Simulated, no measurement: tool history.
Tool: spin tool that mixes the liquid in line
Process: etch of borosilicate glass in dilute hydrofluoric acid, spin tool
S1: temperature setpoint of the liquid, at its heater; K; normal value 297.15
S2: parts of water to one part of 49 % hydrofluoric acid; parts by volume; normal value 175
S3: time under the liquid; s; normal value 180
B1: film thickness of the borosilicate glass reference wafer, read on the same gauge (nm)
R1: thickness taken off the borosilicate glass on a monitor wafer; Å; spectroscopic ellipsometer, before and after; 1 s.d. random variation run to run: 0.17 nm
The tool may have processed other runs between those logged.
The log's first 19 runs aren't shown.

| run | day | S1 | S2 | S3 | B1 | R1 |
|---|---|---|---|---|---|---|
|  | 41.512 | gauge calibrated |
| 20 | 42.583 | 297.15 | 175 | 180 | 119.99 | 324.8 |
| 21 | 44.071 | 293.15 | 85 | 240 | 120.02 | 839.7 |
| 22 | 45.929 | 297.15 | 130 | 180 | 120.01 | 463.2 |
| 23 | 47.025 | 301.65 | 115 | 80 | 120 | 280.9 |
|  | 49.333 | hydrofluoric acid flow meter replaced |
| 24 | 49.762 | 297.15 | 95 | 285 | 120.01 | 1040.2 |
| 25 | 51.8 | 294.15 | 150 | 80 | 120.01 | 154.6 |
|  | 51.975 | thermometer replaced |
| 26 | 53.767 | 301.65 | 175 | 255 | 120 | 511.7 |
| 27 | 55.162 | 293.15 | 100 | 290 | 120.04 | 805.3 |
| 28 | 60.938 | 297.15 | 175 | 180 | 120.01 | 310.4 |
| 29 | 63.917 | 299.65 | 210 | 145 | 119.99 | 218.7 |
| 30 | 65.167 | 297.15 | 120 | 180 | 120.01 | 484.7 |
| 31 | 66.825 | 297.15 | 175 | 180 | 120 | 309.6 |
| 32 | 68.267 | 297.15 | 220 | 230 | 119.99 | 298.6 |
| 33 | 69.825 | 297.15 | 175 | 125 | 120 | 213.7 |

Here are 4 independent what-if runs from the current tool condition. What would each one return?
| A | 69.846 | 297.15 | 240 | 180 | ? | ? |
| B | 69.846 | 297.15 | 175 | 100 | ? | ? |
| C | 69.846 | 295.15 | 260 | 105 | ? | ? |
| D | 69.846 | 300.65 | 175 | 235 | ? | ? |

| run | B1 | R1 |
|---|---|---|
| A | 119.99 | 211.3 |
| B | 119.99 | 172.7 |
| C | 119.99 | 103.7 |
| D | 119.99 | 461.4 |
Without the tool's unlogged condition, the same runs would have read:
| run | R1 |
|---|---|
| A | 208.3 |
| B | 170.1 |
| C | 102.3 |
| D | 454.8 |

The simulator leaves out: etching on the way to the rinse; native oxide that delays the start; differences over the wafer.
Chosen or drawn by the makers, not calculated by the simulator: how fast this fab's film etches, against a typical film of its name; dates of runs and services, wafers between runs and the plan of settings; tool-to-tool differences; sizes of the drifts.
